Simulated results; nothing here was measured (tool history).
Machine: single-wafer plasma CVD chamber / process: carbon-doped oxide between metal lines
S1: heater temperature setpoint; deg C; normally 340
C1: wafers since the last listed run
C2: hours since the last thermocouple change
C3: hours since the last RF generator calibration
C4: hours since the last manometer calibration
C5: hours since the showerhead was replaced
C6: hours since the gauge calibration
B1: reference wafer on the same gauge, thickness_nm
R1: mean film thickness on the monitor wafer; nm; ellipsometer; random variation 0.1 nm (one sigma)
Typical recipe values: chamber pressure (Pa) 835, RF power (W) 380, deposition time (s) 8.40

{"run": 1, "day": 0.0, "S1": 340, "chamber pressure (Pa)": 731, "RF power (W)": 380, "deposition time (s)": 8.4, "C1": 0, "C2": 1090.6, "C3": 1805.1, "C4": 393.8, "C5": 2339.2, "C6": 528.0, "B1": 37.503, "R1": 37.704}
{"run": 2, "day": 2.892, "S1": 340, "chamber pressure (Pa)": 835, "RF power (W)": 380, "deposition time (s)": 8.4, "C1": 2298, "C2": 1160.0, "C3": 1874.5, "C4": 463.2, "C5": 2408.6, "C6": 597.4, "B1": 37.52, "R1": 38.906}
{"run": 3, "day": 5.492, "S1": 340, "chamber pressure (Pa)": 835, "RF power (W)": 330, "deposition time (s)": 8.4, "C1": 2066, "C2": 1222.4, "C3": 1936.9, "C4": 525.6, "C5": 2471.0, "C6": 659.8, "B1": 37.504, "R1": 34.992}
{"run": 4, "day": 6.496, "S1": 351, "chamber pressure (Pa)": 835, "RF power (W)": 380, "deposition time (s)": 8.4, "C1": 798, "C2": 1246.5, "C3": 1961.0, "C4": 549.7, "C5": 2495.1, "C6": 683.9, "B1": 37.52, "R1": 37.652}
{"run": 5, "day": 9.271, "S1": 351, "chamber pressure (Pa)": 835, "RF power (W)": 380, "deposition time (s)": 8.4, "C1": 2205, "C2": 1313.1, "C3": 2027.6, "C4": 616.3, "C5": 2561.7, "C6": 750.5, "B1": 37.499, "R1": 37.657}
{"run": 6, "day": 11.017, "S1": 340, "chamber pressure (Pa)": 957, "RF power (W)": 380, "deposition time (s)": 8.4, "C1": 1387, "C2": 1355.0, "C3": 2069.5, "C4": 658.2, "C5": 2603.6, "C6": 792.4, "B1": 37.517, "R1": 39.373}
{"run": 7, "day": 13.912, "S1": 340, "chamber pressure (Pa)": 957, "RF power (W)": 380, "deposition time (s)": 8.4, "C1": 2301, "C2": 1424.5, "C3": 2139.0, "C4": 727.7, "C5": 2673.1, "C6": 861.9, "B1": 37.459, "R1": 39.369}
{"run": 8, "day": 16.333, "S1": 340, "chamber pressure (Pa)": 957, "RF power (W)": 380, "deposition time (s)": 8.4, "C1": 1923, "C2": 1482.6, "C3": 2197.1, "C4": 785.8, "C5": 2731.2, "C6": 920.0, "B1": 37.503, "R1": 39.57}
{"run": 9, "day": 18.325, "S1": 340, "chamber pressure (Pa)": 835, "RF power (W)": 380, "deposition time (s)": 8.4, "C1": 1582, "C2": 1530.4, "C3": 2244.9, "C4": 833.6, "C5": 2779.0, "C6": 967.8, "B1": 37.499, "R1": 38.86}
{"day": 20.338, "done": "RF generator calibrated"}
{"run": 10, "day": 21.233, "S1": 340, "chamber pressure (Pa)": 835, "RF power (W)": 380, "deposition time (s)": 8.4, "C1": 2046, "C2": 1600.2, "C3": 21.5, "C4": 903.4, "C5": 2848.8, "C6": 1037.6, "B1": 37.506, "R1": 38.729}
{"day": 22.617, "done": "gauge calibrated"}
{"run": 11, "day": 22.829, "S1": 351, "chamber pressure (Pa)": 793, "RF power (W)": 380, "deposition time (s)": 8.4, "C1": 1268, "C2": 1638.5, "C3": 59.8, "C4": 941.7, "C5": 2887.1, "C6": 5.1, "B1": 37.515, "R1": 37.378}
{"run": 12, "day": 24.888, "S1": 351, "chamber pressure (Pa)": 793, "RF power (W)": 380, "deposition time (s)": 8.4, "C1": 1635, "C2": 1687.9, "C3": 109.2, "C4": 991.1, "C5": 2936.5, "C6": 54.5, "B1": 37.488, "R1": 37.257}
{"run": 13, "day": 27.85, "S1": 340, "chamber pressure (Pa)": 835, "RF power (W)": 380, "deposition time (s)": 9.68, "C1": 2354, "C2": 1759.0, "C3": 180.3, "C4": 1062.2, "C5": 3007.6, "C6": 125.6, "B1": 37.519, "R1": 44.465}
{"run": 14, "day": 28.917, "S1": 354, "chamber pressure (Pa)": 835, "RF power (W)": 380, "deposition time (s)": 8.4, "C1": 847, "C2": 1784.6, "C3": 205.9, "C4": 1087.8, "C5": 3033.2, "C6": 151.2, "B1": 37.476, "R1": 37.118}
{"run": 15, "day": 30.412, "S1": 351, "chamber pressure (Pa)": 719, "RF power (W)": 455, "deposition time (s)": 7.23, "C1": 1188, "C2": 1820.5, "C3": 241.8, "C4": 1123.7, "C5": 3069.1, "C6": 187.1, "B1": 37.484, "R1": 35.63}
{"day": 32.725, "done": "capacitance manometer re-zeroed and calibrated"}
{"day": 34.417, "done": "thermocouple changed; heater temperature recalibrated"}
{"run": 16, "day": 39.379, "S1": 348, "chamber pressure (Pa)": 997, "RF power (W)": 400, "deposition time (s)": 9.22, "C1": 6596, "C2": 119.1, "C3": 457.0, "C4": 159.7, "C5": 3284.3, "C6": 402.3, "B1": 37.522, "R1": 44.444}
{"run": 17, "day": 41.725, "S1": 348, "chamber pressure (Pa)": 835, "RF power (W)": 330, "deposition time (s)": 8.86, "C1": 1864, "C2": 175.4, "C3": 513.3, "C4": 216.0, "C5": 3340.6, "C6": 458.6, "B1": 37.547, "R1": 36.417}
{"day": 43.367, "done": "capacitance manometer re-zeroed and calibrated, repeated, since the last time left the tool worse"}
{"day": 43.921, "done": "showerhead replaced"}
{"run": 18, "day": 44.596, "S1": 340, "chamber pressure (Pa)": 835, "RF power (W)": 380, "deposition time (s)": 9.73, "C1": 1751, "C2": 244.3, "C3": 582.2, "C4": 29.5, "C5": 16.2, "C6": 527.5, "B1": 37.48, "R1": 45.031}
{"run": 19, "day": 46.808, "S1": 340, "chamber pressure (Pa)": 835, "RF power (W)": 380, "deposition time (s)": 8.4, "C1": 1758, "C2": 297.4, "C3": 635.3, "C4": 82.6, "C5": 69.3, "C6": 580.6, "B1": 37.485, "R1": 38.943}
{"run": 20, "day": 48.704, "S1": 340, "chamber pressure (Pa)": 901, "RF power (W)": 380, "deposition time (s)": 9.72, "C1": 1506, "C2": 342.9, "C3": 680.8, "C4": 128.1, "C5": 114.8, "C6": 626.1, "B1": 37.51, "R1": 45.51}
{"run": 21, "day": 50.333, "S1": 340, "chamber pressure (Pa)": 835, "RF power (W)": 380, "deposition time (s)": 9.16, "C1": 1294, "C2": 382.0, "C3": 719.9, "C4": 167.2, "C5": 153.9, "C6": 665.2, "B1": 37.494, "R1": 42.348}
{"run": 22, "day": 51.942, "S1": 340, "chamber pressure (Pa)": 835, "RF power (W)": 380, "deposition time (s)": 8.4, "C1": 1278, "C2": 420.6, "C3": 758.5, "C4": 205.8, "C5": 192.5, "C6": 703.8, "B1": 37.49, "R1": 39.044}
{"run": 23, "day": 53.871, "S1": 340, "chamber pressure (Pa)": 835, "RF power (W)": 435, "deposition time (s)": 8.4, "C1": 1533, "C2": 466.9, "C3": 804.8, "C4": 252.1, "C5": 238.8, "C6": 750.1, "B1": 37.536, "R1": 42.87}

Expected results for the next run?
{"run": 24, "day": 58.721, "S1": 340, "chamber pressure (Pa)": 965, "RF power (W)": 380, "deposition time (s)": 7.26, "C1": 3854, "C2": 583.3, "C3": 921.2, "C4": 368.5, "C5": 355.2, "C6": 866.5, "B1": "?", "R1": "?"}

B1: 37.487
R1: 34.198 nm
With no hidden state in the tool, this same run would have given R1 34.294 nm.
